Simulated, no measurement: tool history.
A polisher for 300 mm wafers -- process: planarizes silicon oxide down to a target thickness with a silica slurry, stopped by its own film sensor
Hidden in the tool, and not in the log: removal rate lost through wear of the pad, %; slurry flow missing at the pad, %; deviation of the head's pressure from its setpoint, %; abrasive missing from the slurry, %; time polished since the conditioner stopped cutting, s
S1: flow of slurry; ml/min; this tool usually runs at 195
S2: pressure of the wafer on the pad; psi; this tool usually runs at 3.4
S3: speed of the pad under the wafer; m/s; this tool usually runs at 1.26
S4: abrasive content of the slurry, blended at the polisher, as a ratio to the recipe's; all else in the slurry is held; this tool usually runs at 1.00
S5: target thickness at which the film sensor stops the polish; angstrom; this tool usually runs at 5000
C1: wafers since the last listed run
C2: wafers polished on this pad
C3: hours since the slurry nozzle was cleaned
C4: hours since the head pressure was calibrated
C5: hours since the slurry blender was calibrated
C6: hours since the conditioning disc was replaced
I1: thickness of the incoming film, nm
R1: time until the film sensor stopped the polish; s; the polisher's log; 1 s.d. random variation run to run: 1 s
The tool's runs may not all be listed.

run	hour	S1	S2	S3	S4	S5	C1	C2	C3	C4	C5	C6	I1	R1
1	0.0	195	3.4	1.26	1.00	5000	0	2085	0.5	541.0	109.9	454.0	736.0	93.7
# hour 8.8: worn pad replaced by a new one
# hour 13.2: conditioning disc replaced and pad reconditioned
2	26.1	195	3.4	1.26	1.00	5000	203	154	26.6	567.1	136.0	12.9	720.4	83.2
3	47.0	195	3.4	1.26	1.00	5000	211	366	47.5	588.0	156.9	33.8	720.3	84.5
4	61.0	195	3.4	1.26	1.00	5000	141	508	61.5	602.0	170.9	47.8	725.9	87.4
5	86.9	195	3.7	1.26	1.25	5000	262	770	87.4	627.9	196.8	73.7	729.8	76.8
6	101.9	195	3.4	1.26	1.00	5530	151	922	102.4	642.9	211.8	88.7	727.5	69.0
7	127.8	195	3.4	1.26	1.00	5000	262	1184	128.3	668.8	237.7	114.6	729.9	92.9
8	162.6	235	3.4	0.88	1.00	5000	352	1536	163.1	703.6	272.5	149.4	735.3	117.8
9	180.7	195	3.4	1.26	1.00	5000	183	1719	181.2	721.7	290.6	167.5	731.9	95.7
# hour 191.5: worn pad replaced by a new one
10	205.0	195	3.4	1.26	0.85	5230	205	136	205.5	746.0	314.9	191.8	730.1	89.1
11	225.9	195	3.4	1.26	1.30	5000	211	347	226.4	766.9	335.8	212.7	727.9	82.3
# hour 229.6: head pressure recalibrated
12	261.8	195	3.4	1.50	1.00	5000	343	690	262.3	32.2	371.7	248.6	732.3	84.6
# hour 277.1: slurry nozzle cleaned
13	278.9	195	3.4	1.26	1.10	5640	162	853	1.8	49.3	388.8	265.7	736.3	63.0
14	310.0	195	3.4	1.26	1.00	5000	314	1168	32.9	80.4	419.9	296.8	726.6	88.9
# hour 331.6: slurry blender recalibrated
15	335.2	225	3.4	1.26	1.00	4670	234	1403	58.1	105.6	3.6	322.0	722.7	95.3
16	359.8	195	3.4	1.26	1.00	5000	248	1652	82.7	130.2	28.2	346.6	725.0	90.5
17	372.9	195	3.4	1.26	1.00	5000	132	1784	95.8	143.3	41.3	359.7	721.3	87.9
18	388.2	195	4.2	1.26	1.00	5000	154	1939	111.1	158.6	56.6	375.0	731.8	75.5
# hour 409.3: worn pad replaced by a new one
19	482.4	220	2.6	1.14	1.00	5000	912	739	205.3	252.8	150.8	469.2	723.8	123.1
20	497.9	170	3.4	0.82	1.00	5000	156	896	220.8	268.3	166.3	484.7	723.9	120.5
21	513.7	265	3.4	1.26	1.00	5000	159	1056	236.6	284.1	182.1	500.5	730.6	88.7
22	543.2	195	3.9	1.04	1.00	5000	298	1354	266.1	313.6	211.6	530.0	719.0	90.1
23	559.6	195	2.3	1.26	0.85	5000	165	1520	282.5	330.0	228.0	546.4	715.4	140.3
# hour 566.3: slurry nozzle cleaned
24	580.4	165	3.4	0.90	0.75	5780	200	1721	14.1	350.8	248.8	567.2	713.3	76.4
25	615.5	195	3.4	1.26	1.00	5390	355	2076	49.2	385.9	283.9	602.3	719.8	72.3

Each run again, without the hidden state but with its own random variation kept:
run	R1
1	87.9
2	80.9
3	80.9
4	82.9
5	71.6
6	63.8
7	84.7
8	106.5
9	85.1
10	82.6
11	75.7
12	76.8
13	61.3
14	84.3
15	89.2
16	83.0
17	80.0
18	68.2
19	113.1
20	108.6
21	81.4
22	80.5
23	124.8
24	71.9
25	66.4
